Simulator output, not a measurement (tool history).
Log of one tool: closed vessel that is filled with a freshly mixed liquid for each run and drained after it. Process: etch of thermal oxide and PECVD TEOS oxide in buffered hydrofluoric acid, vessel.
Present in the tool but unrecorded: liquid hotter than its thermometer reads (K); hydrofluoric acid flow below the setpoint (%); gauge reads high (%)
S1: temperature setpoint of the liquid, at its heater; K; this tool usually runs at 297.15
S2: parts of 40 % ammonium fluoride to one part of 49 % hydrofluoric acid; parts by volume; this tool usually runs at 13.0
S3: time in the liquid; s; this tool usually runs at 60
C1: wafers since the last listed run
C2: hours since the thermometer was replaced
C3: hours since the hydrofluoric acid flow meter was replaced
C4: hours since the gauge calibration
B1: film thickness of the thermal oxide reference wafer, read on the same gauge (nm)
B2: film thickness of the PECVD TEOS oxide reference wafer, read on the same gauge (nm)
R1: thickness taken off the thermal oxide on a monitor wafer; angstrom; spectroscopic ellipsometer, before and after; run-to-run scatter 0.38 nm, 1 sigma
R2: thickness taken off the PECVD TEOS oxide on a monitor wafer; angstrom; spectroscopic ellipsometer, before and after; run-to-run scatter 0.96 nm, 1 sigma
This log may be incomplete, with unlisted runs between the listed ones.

run   hour      S1    S2  S3     C1      C2     C3     C4     B1     B2     R1      R2
  1    0.0  297.15  13.0  60      0  1171.0  370.2  280.8  90.01  90.00  540.9  1158.5
  2   20.9  297.15  13.0  60   2221  1191.9  391.1  301.7  90.00  89.96  540.4  1181.7
  3   49.1  297.15  13.0  60   2997  1220.1  419.3  329.9  89.98  90.00  537.5  1162.7
  4   70.9  297.15  13.0  35   2317  1241.9  441.1  351.7  89.98  90.04  312.0   694.8
  5  101.2  297.15  13.0  60   3220  1272.2  471.4  382.0  89.98  89.99  537.2  1183.4
  6  129.6  297.15  11.0  60   3018  1300.6  499.8  410.4  90.02  90.03  629.4  1360.8
  7  142.3  299.15  15.0  60   1350  1313.3  512.5  423.1  90.01  90.01  508.7  1129.2
  8  168.2  299.15  15.0  60   2753  1339.2  538.4  449.0  90.00  90.00  513.3  1119.9
  9  186.3  293.65   9.5  60   1924  1357.3  556.5  467.1  90.00  90.00  594.0  1300.7
     212.9  -- thermometer replaced
 10  217.1  297.15  13.0  60   3167     4.2  587.3  497.9  89.99  90.04  527.5  1160.7
 11  230.9  294.65  11.5  60   1466    18.0  601.1  511.7  90.01  90.03  514.7  1132.6
 12  253.3  297.15  13.0  60   2381    40.4  623.5  534.1  90.04  89.98  526.8  1171.7
 13  276.7  293.15  14.5  60   2487    63.8  646.9  557.5  89.97  89.97  381.1   832.5
 14  309.7  297.15  13.0  60   3507    96.8  679.9  590.5  89.98  90.02  517.2  1150.8
 15  341.7  301.65   8.5  40   3401   128.8  711.9  622.5  89.99  89.99  648.3  1442.9
     346.4  -- hydrofluoric acid flow meter replaced
     354.7  -- gauge calibrated
 16  365.1  297.15  13.0  40   2381   152.2   18.7   10.4  89.99  89.99  365.9   813.5
 17  393.3  297.15  13.0  60   2997   180.4   46.9   38.6  90.01  89.96  548.4  1205.9
 18  421.5  295.65  15.5  30   2997   208.6   75.1   66.8  90.02  90.01  210.7   458.2
 19  517.3  294.65  10.0  30  10183   304.4  170.9  162.6  90.00  89.98  307.6   674.3
 20  550.3  292.65  17.5  60   3507   337.4  203.9  195.6  90.02  90.03  319.1   683.8
 21  585.1  297.15  16.5  50   3699   372.2  238.7  230.4  90.01  90.02  357.1   783.8
 22  604.4  297.15  17.5  75   2051   391.5  258.0  249.7  90.00  89.99  504.7  1117.0
 23  617.0  293.15  13.0  60   1339   404.1  270.6  262.3  89.99  89.99  435.3   953.9
 24  643.7  297.15  10.5  30   2838   430.8  297.3  289.0  89.96  90.00  334.3   724.1
 25  669.6  297.15  13.0  60   2753   456.7  323.2  314.9  90.00  90.00  539.2  1194.0
 26  689.6  295.65  13.0  95   2125   476.7  343.2  334.9  90.00  89.97  782.8  1719.3
 27  711.2  294.15   9.5  75   2296   498.3  364.8  356.5  90.00  89.94  773.5  1679.3

Here are 3 independent what-if runs from the current tool condition. What would each one return?
  A  711.9  297.15  13.0  70  74  499.0  365.5  357.2   ?   ?   ?   ?
  B  711.9  297.15  11.0  40  74  499.0  365.5  357.2   ?   ?   ?   ?
  C  711.9  294.65  10.5  80  74  499.0  365.5  357.2   ?   ?   ?   ?

run     B1     B2     R1      R2
  A  90.01  90.01  622.5  1385.4
  B  90.01  90.01  418.8   932.2
  C  90.01  90.01  763.9  1700.2
Take away the tool's hidden state, keep each run's random variation, and the runs would have read:
run     R1      R2
  A  642.6  1430.3
  B  432.3   962.3
  C  788.6  1755.1
